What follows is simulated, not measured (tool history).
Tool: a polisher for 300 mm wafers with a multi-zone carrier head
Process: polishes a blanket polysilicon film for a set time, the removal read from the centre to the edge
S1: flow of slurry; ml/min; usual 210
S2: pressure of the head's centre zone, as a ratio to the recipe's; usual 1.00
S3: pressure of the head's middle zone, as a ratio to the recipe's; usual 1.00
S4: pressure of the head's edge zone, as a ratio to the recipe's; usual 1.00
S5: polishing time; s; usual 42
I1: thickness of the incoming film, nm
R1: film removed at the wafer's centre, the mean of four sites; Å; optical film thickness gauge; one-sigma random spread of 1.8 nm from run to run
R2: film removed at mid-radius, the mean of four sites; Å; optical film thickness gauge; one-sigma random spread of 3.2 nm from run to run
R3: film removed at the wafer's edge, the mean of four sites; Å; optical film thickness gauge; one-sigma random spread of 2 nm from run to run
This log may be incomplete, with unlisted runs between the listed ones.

run,hour,S1,S2,S3,S4,S5,I1,R1,R2,R3
1,0.0,210,1.00,1.00,1.00,50,1358.3,3128,3081,3114
2,33.1,210,1.00,1.00,1.00,50,1362.5,3173,3078,3125
3,134.7,210,1.00,1.00,1.00,42,1351.5,2691,2625,2605
4,170.1,210,1.00,1.00,1.00,31,1350.4,2004,1912,1957
5,186.5,210,1.00,1.08,1.00,54,1370.6,3340,3630,3338
6,216.1,210,1.00,1.00,1.08,42,1373.9,2623,2604,2716
7,248.3,180,1.07,0.95,1.00,42,1386.9,2739,2444,2563
8,278.9,210,1.10,1.00,1.00,42,1353.7,2917,2594,2582
9,294.4,210,1.00,1.11,1.00,42,1363.6,2617,2858,2617
10,323.8,210,1.00,1.00,1.00,42,1372.8,2673,2658,2621
11,352.3,210,1.00,1.00,1.00,42,1373.2,2660,2618,2631
12,378.2,210,1.00,0.93,1.00,42,1364.1,2704,2469,2610
13,393.4,210,1.00,0.96,1.00,42,1359.1,2667,2519,2631
14,423.2,210,0.91,1.00,0.95,37,1375.1,2174,2339,2222
15,443.3,210,1.00,1.00,0.95,42,1341.5,2702,2612,2528
16,456.0,240,1.00,1.00,0.93,42,1362.3,2737,2680,2592
17,477.0,210,1.00,1.00,1.00,42,1354.2,2730,2601,2631
18,503.6,210,1.08,1.00,1.00,42,1381.3,2893,2556,2623
19,518.7,160,1.00,1.00,0.97,42,1367.9,2587,2522,2495
20,548.7,145,1.00,1.00,1.00,42,1367.5,2569,2494,2534
21,583.5,230,1.00,0.97,0.94,42,1347.5,2649,2557,2568

Taken out of this log: 8 entries between the listed runs. Where each belongs, and how the hidden state differs across it:
Logged between run 3 and run 4: worn pad replaced by a new one (hour 146.9)
  deviation of the centre zone's pressure from its setpoint, %: 4.26 -> 4.38
  the result without the hidden state subtracted from the measured one, R1: +95 -> +73 Å
Logged between run 4 and run 5: centre zone pressure recalibrated (hour 180.9)
  deviation of the centre zone's pressure from its setpoint, %: 4.38 -> 0.352
  the result without the hidden state subtracted from the measured one, R1: +73 -> +10 Å
Logged between run 7 and run 8: edge zone pressure recalibrated (hour 277.1)
  deviation of the centre zone's pressure from its setpoint, %: 2.25 -> 2.89
  the result without the hidden state subtracted from the measured one, R1: +52 -> +71 Å
Logged between run 9 and run 10: slurry nozzle cleaned (hour 296.9)
  deviation of the centre zone's pressure from its setpoint, %: 3.17 -> 3.6
  the result without the hidden state subtracted from the measured one, R1: +70 -> +81 Å
Logged between run 11 and run 12: worn pad replaced by a new one (hour 362.2)
  deviation of the centre zone's pressure from its setpoint, %: 3.93 -> 4.18
  the result without the hidden state subtracted from the measured one, R1: +88 -> +94 Å
Logged between run 12 and run 13: carrier head's membrane replaced by a new one (hour 386.6)
  deviation of the centre zone's pressure from its setpoint, %: 4.18 -> 4.3
  the result without the hidden state subtracted from the measured one, R1: +94 -> +96 Å
Logged between run 20 and run 21: centre zone pressure recalibrated (hour 574.8); worn pad replaced by a new one (hour 576.2)
  deviation of the centre zone's pressure from its setpoint, %: 4.98 -> 0.876
  the result without the hidden state subtracted from the measured one, R1: +106 -> +20 Å

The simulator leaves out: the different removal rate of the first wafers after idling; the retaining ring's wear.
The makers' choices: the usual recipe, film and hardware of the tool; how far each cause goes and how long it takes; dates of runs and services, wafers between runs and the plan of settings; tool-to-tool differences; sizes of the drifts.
